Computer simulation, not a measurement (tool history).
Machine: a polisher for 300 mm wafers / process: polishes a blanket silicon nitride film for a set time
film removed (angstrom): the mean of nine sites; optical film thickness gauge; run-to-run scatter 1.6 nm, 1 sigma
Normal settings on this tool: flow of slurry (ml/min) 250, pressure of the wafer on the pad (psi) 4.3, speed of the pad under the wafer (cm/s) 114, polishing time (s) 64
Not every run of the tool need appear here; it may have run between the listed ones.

run	day	flow of slurry (ml/min)	pressure of the wafer on the pad (psi)	speed of the pad under the wafer (cm/s)	polishing time (s)	wafers since the last listed run	wafers polished on this pad	hours since the slurry nozzle was cleaned	hours since the head pressure was calibrated	incoming thickness of the incoming film, nm	film removed (angstrom)
1	0	250	4.3	114	59	0	6	570.2	698.2	890.1	1506
2	0.992	250	4.3	114	59	151	158	594	722	910.4	1486
3	3.079	250	4.3	114	59	319	478	644.1	772.1	893.7	1441
4	3.912	250	4.3	114	64	127	605	664.1	792.1	918.2	1572
5	5.108	250	4.3	114	64	183	789	692.8	820.8	904.2	1540
6	5.95	250	4.3	114	64	128	918	713	841	896.8	1529
# day 7.167: worn pad replaced by a new one
7	7.3	250	4.3	114	64	181	20	745.4	873.4	892.9	1617
8	8.542	250	4.3	114	64	190	210	775.2	903.2	887.5	1607
# day 9.808: slurry nozzle cleaned
9	9.833	250	4.3	114	64	191	402	0.6	934.2	902.7	1771
# day 13.721: worn pad replaced by a new one
10	13.742	250	4.3	114	64	573	3	94.4	1028	897.5	1726
11	15.138	250	4.3	114	64	213	216	127.9	1061.5	886.6	1719
12	16.125	250	4.3	114	64	151	368	151.6	1085.2	918	1704
13	16.938	250	4.3	146	64	124	492	171.1	1104.7	887.7	2065
# day 17.442: head pressure recalibrated
14	18.154	220	4.3	114	64	173	666	200.3	17.1	905.5	1646
15	19.488	250	4.3	88	64	204	870	232.3	49.1	898.2	1323
# day 20.55: worn pad replaced by a new one
16	20.771	205	4.3	114	64	171	34	263.1	79.9	905.6	1609
17	21.596	250	5.6	76	43	126	160	282.9	99.7	888.7	1042
18	22.871	250	3.5	114	78	195	355	313.5	130.3	895.3	1621
19	23.383	250	4.3	114	64	78	434	325.8	142.6	903.3	1655
20	24.1	215	4.3	114	51	109	544	343	159.8	895.6	1262
21	25.462	290	4.3	114	50	208	752	375.7	192.5	912	1289
# day 28.412: worn pad replaced by a new one
22	29.117	250	5.1	84	72	534	107	463.4	280.2	898.8	1678
23	30.129	250	4.3	114	59	155	262	487.7	304.5	905.7	1484
24	31.483	250	5.8	96	64	207	470	520.2	337	901.1	1858

3 options for the next run, each taken on its own from the tool as it stands now. Forecast them:
A	31.5	250	4.3	114	83	2	472	520.6	337.4	908	?
B	31.5	250	4.3	96	52	2	472	520.6	337.4	908	?
C	31.5	315	3.4	114	64	2	472	520.6	337.4	908	?

run	film removed (angstrom)
A	2037
B	1113
C	1299
Had the tool no hidden state, the same runs would have come out as:
run	film removed (angstrom)
A	2308
B	1260
C	1441
